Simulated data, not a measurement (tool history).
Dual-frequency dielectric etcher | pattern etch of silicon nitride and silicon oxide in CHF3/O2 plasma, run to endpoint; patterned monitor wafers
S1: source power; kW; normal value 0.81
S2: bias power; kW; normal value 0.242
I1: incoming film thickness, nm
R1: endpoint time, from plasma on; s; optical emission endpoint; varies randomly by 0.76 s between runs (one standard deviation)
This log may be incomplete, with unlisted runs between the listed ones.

run   hour    S1     S2     I1    R1
  1      0  0.81  0.242  189.1    89
  2   34.4  0.81  0.242  189.8  89.9
  3   67.9  0.81  0.242  188.5  88.5
  4   92.1  0.81  0.242  188.6  89.3
  5  106.2  0.81  0.242  190.9  90.1
  6  129.8  0.95  0.216  189.1  86.5
  7  155.2  0.95  0.216  189.3  86.4
  8  170.2  0.95  0.216  190.2  85.9
  9    194  0.81  0.242    190  86.4
 10    228  0.81  0.242  188.3  86.7
 11  262.3  0.81  0.242  189.1  86.6
 12  287.1  0.81  0.242  188.7  86.5
     325.3  -- wet clean of the chamber
     346.8  -- bias power generator calibrated
 13  373.7  0.81  0.242  188.3  89.3
 14  392.6  0.81  0.266  188.5  87.5
 15  412.4  0.81  0.242  188.9  88.6
 16    431  0.98  0.242  189.7  84.3
 17  445.6  0.67  0.272  187.4  90.9
 18  481.2  0.81  0.242  190.5  89.5
     505.8  -- source power generator calibrated
     514.5  -- upper electrode replaced, of another model than before
 19    516  0.67  0.203  188.1  93.5
 20  545.3  0.92  0.267  189.2  84.2
 21  576.2  0.81  0.274  189.6  83.7
 22  594.3  0.97  0.226  188.7  84.7
 23  607.8  0.94   0.26  188.4  81.9
 24  621.1  0.81  0.242  189.7  86.8
 25  637.7  0.81  0.242  191.1  86.3
 26  667.4  0.81  0.242  189.1  85.4
 27    690  0.63  0.292  188.9    87

What if the next run were any one of these 5? Each begins from the tool's condition after run 27:
  A  690.5  0.71  0.242  188.7   ?
  B  690.5  0.66  0.297  188.7   ?
  C  690.5  0.62  0.294  188.7   ?
  D  690.5  0.95  0.263  188.7   ?
  E  690.5  0.65  0.242  188.7   ?

run    R1
  A  88.3
  B  86.3
  C  87.5
  D  81.8
  E  89.8
With the hidden condition removed and each run's random variation left untouched, the same runs would have given:
run    R1
  A  93.7
  B  91.6
  C  92.9
  D  86.9
  E  95.4
